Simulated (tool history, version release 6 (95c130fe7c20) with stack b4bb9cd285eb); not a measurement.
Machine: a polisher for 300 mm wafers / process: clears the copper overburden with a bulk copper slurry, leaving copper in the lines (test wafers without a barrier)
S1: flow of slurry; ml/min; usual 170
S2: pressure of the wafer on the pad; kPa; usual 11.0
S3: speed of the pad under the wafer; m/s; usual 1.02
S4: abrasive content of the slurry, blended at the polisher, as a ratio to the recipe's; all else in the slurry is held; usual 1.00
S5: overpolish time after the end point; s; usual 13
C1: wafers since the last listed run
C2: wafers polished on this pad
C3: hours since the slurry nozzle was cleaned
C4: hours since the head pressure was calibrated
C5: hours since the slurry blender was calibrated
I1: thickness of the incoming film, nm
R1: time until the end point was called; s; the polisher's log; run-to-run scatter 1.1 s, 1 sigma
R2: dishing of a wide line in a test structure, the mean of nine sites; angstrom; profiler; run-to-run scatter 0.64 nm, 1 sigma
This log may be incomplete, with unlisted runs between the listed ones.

{"run": 1, "hour": 0.0, "S1": 170, "S2": 11.0, "S3": 1.02, "S4": 1.0, "S5": 13, "C1": 0, "C2": 358, "C3": 490.6, "C4": 1169.5, "C5": 175.5, "I1": 463.3, "R1": 79.0, "R2": 341}
{"run": 2, "hour": 15.4, "S1": 200, "S2": 11.0, "S3": 1.02, "S4": 1.0, "S5": 13, "C1": 94, "C2": 452, "C3": 506.0, "C4": 1184.9, "C5": 190.9, "I1": 464.2, "R1": 77.3, "R2": 342}
{"run": 3, "hour": 25.0, "S1": 200, "S2": 11.0, "S3": 1.02, "S4": 1.0, "S5": 13, "C1": 58, "C2": 510, "C3": 515.6, "C4": 1194.5, "C5": 200.5, "I1": 462.0, "R1": 77.0, "R2": 344}
{"run": 4, "hour": 36.1, "S1": 170, "S2": 11.0, "S3": 1.02, "S4": 0.8, "S5": 13, "C1": 67, "C2": 578, "C3": 526.7, "C4": 1205.6, "C5": 211.6, "I1": 464.7, "R1": 82.0, "R2": 335}
{"run": 5, "hour": 44.3, "S1": 170, "S2": 11.0, "S3": 1.02, "S4": 0.9, "S5": 13, "C1": 50, "C2": 628, "C3": 534.9, "C4": 1213.8, "C5": 219.8, "I1": 465.0, "R1": 79.6, "R2": 325}
{"run": 6, "hour": 95.6, "S1": 170, "S2": 11.0, "S3": 1.02, "S4": 0.9, "S5": 13, "C1": 313, "C2": 941, "C3": 586.2, "C4": 1265.1, "C5": 271.1, "I1": 461.0, "R1": 77.8, "R2": 332}
{"run": 7, "hour": 107.5, "S1": 170, "S2": 11.0, "S3": 1.02, "S4": 0.9, "S5": 13, "C1": 72, "C2": 1014, "C3": 598.1, "C4": 1277.0, "C5": 283.0, "I1": 462.3, "R1": 79.9, "R2": 346}
{"run": 8, "hour": 115.7, "S1": 170, "S2": 11.0, "S3": 1.02, "S4": 0.9, "S5": 10, "C1": 50, "C2": 1064, "C3": 606.3, "C4": 1285.2, "C5": 291.2, "I1": 461.0, "R1": 78.9, "R2": 285}
{"run": 9, "hour": 131.9, "S1": 170, "S2": 11.0, "S3": 1.02, "S4": 0.9, "S5": 10, "C1": 98, "C2": 1163, "C3": 622.5, "C4": 1301.4, "C5": 307.4, "I1": 468.7, "R1": 80.6, "R2": 288}
{"hour": 144.7, "done": "worn pad replaced by a new one"}
{"run": 10, "hour": 148.3, "S1": 170, "S2": 11.0, "S3": 1.02, "S4": 0.9, "S5": 10, "C1": 75, "C2": 21, "C3": 638.9, "C4": 1317.8, "C5": 323.8, "I1": 461.6, "R1": 81.2, "R2": 297}
{"run": 11, "hour": 163.6, "S1": 195, "S2": 11.0, "S3": 1.02, "S4": 1.0, "S5": 13, "C1": 93, "C2": 115, "C3": 654.2, "C4": 1333.1, "C5": 339.1, "I1": 463.4, "R1": 76.0, "R2": 331}
{"run": 12, "hour": 179.9, "S1": 195, "S2": 11.0, "S3": 1.02, "S4": 1.0, "S5": 13, "C1": 99, "C2": 214, "C3": 670.5, "C4": 1349.4, "C5": 355.4, "I1": 462.9, "R1": 76.8, "R2": 338}
{"run": 13, "hour": 190.8, "S1": 155, "S2": 13.1, "S3": 1.02, "S4": 1.0, "S5": 7, "C1": 66, "C2": 281, "C3": 681.4, "C4": 1360.3, "C5": 366.3, "I1": 461.9, "R1": 68.2, "R2": 263}
{"hour": 195.1, "done": "head pressure recalibrated"}
{"run": 14, "hour": 200.4, "S1": 170, "S2": 11.0, "S3": 1.02, "S4": 1.0, "S5": 13, "C1": 46, "C2": 327, "C3": 691.0, "C4": 5.3, "C5": 375.9, "I1": 472.3, "R1": 81.4, "R2": 334}
{"hour": 204.1, "done": "slurry blender recalibrated"}
{"run": 15, "hour": 216.1, "S1": 150, "S2": 11.0, "S3": 1.02, "S4": 1.0, "S5": 13, "C1": 83, "C2": 411, "C3": 706.7, "C4": 21.0, "C5": 12.0, "I1": 460.0, "R1": 78.4, "R2": 337}
{"run": 16, "hour": 232.0, "S1": 170, "S2": 11.0, "S3": 1.02, "S4": 1.0, "S5": 13, "C1": 97, "C2": 508, "C3": 722.6, "C4": 36.9, "C5": 27.9, "I1": 468.9, "R1": 80.5, "R2": 331}
{"run": 17, "hour": 245.0, "S1": 170, "S2": 11.0, "S3": 0.76, "S4": 1.1, "S5": 8, "C1": 79, "C2": 587, "C3": 735.6, "C4": 49.9, "C5": 40.9, "I1": 464.8, "R1": 100.9, "R2": 215}
{"run": 18, "hour": 252.9, "S1": 170, "S2": 13.8, "S3": 1.02, "S4": 1.0, "S5": 15, "C1": 48, "C2": 636, "C3": 743.5, "C4": 57.8, "C5": 48.8, "I1": 473.4, "R1": 65.5, "R2": 394}
{"hour": 257.6, "done": "slurry nozzle cleaned"}
{"run": 19, "hour": 262.4, "S1": 170, "S2": 11.0, "S3": 1.02, "S4": 1.0, "S5": 13, "C1": 51, "C2": 688, "C3": 4.8, "C4": 67.3, "C5": 58.3, "I1": 470.6, "R1": 80.3, "R2": 332}
{"run": 20, "hour": 273.7, "S1": 170, "S2": 11.0, "S3": 1.02, "S4": 1.0, "S5": 16, "C1": 68, "C2": 757, "C3": 16.1, "C4": 78.6, "C5": 69.6, "I1": 467.1, "R1": 78.2, "R2": 363}
{"run": 21, "hour": 282.3, "S1": 170, "S2": 11.0, "S3": 1.02, "S4": 1.0, "S5": 5, "C1": 52, "C2": 809, "C3": 24.7, "C4": 87.2, "C5": 78.2, "I1": 458.1, "R1": 78.1, "R2": 181}
{"run": 22, "hour": 299.3, "S1": 170, "S2": 11.0, "S3": 1.02, "S4": 1.1, "S5": 13, "C1": 103, "C2": 913, "C3": 41.7, "C4": 104.2, "C5": 95.2, "I1": 460.2, "R1": 76.5, "R2": 341}
{"run": 23, "hour": 306.2, "S1": 135, "S2": 11.0, "S3": 1.02, "S4": 0.75, "S5": 18, "C1": 42, "C2": 955, "C3": 48.6, "C4": 111.1, "C5": 102.1, "I1": 466.9, "R1": 85.9, "R2": 372}
{"hour": 323.8, "done": "worn pad replaced by a new one"}
{"run": 24, "hour": 324.3, "S1": 170, "S2": 6.9, "S3": 0.74, "S4": 1.0, "S5": 13, "C1": 86, "C2": 3, "C3": 66.7, "C4": 129.2, "C5": 120.2, "I1": 469.3, "R1": 167.5, "R2": 206}
{"run": 25, "hour": 332.2, "S1": 170, "S2": 11.0, "S3": 1.02, "S4": 1.0, "S5": 20, "C1": 48, "C2": 51, "C3": 74.6, "C4": 137.1, "C5": 128.1, "I1": 461.3, "R1": 79.3, "R2": 393}
{"run": 26, "hour": 349.7, "S1": 170, "S2": 11.0, "S3": 1.02, "S4": 1.0, "S5": 13, "C1": 106, "C2": 158, "C3": 92.1, "C4": 154.6, "C5": 145.6, "I1": 474.0, "R1": 80.6, "R2": 337}
{"run": 27, "hour": 363.4, "S1": 170, "S2": 7.6, "S3": 1.2, "S4": 1.0, "S5": 13, "C1": 83, "C2": 241, "C3": 105.8, "C4": 168.3, "C5": 159.3, "I1": 468.3, "R1": 101.1, "R2": 280}
{"run": 28, "hour": 380.8, "S1": 115, "S2": 11.0, "S3": 1.02, "S4": 1.0, "S5": 13, "C1": 106, "C2": 348, "C3": 123.2, "C4": 185.7, "C5": 176.7, "I1": 472.1, "R1": 86.2, "R2": 324}
{"run": 29, "hour": 396.6, "S1": 170, "S2": 11.0, "S3": 1.02, "S4": 0.9, "S5": 10, "C1": 96, "C2": 444, "C3": 139.0, "C4": 201.5, "C5": 192.5, "I1": 466.0, "R1": 81.6, "R2": 291}

The tool's hidden state at each run:
removal rate lost through wear of the pad, %: 0 at every run
slurry flow missing at the pad, %: 0 at every run
deviation of the head's pressure from its setpoint, %: 0 at every run
abrasive missing from the slurry, %: 0 at every run
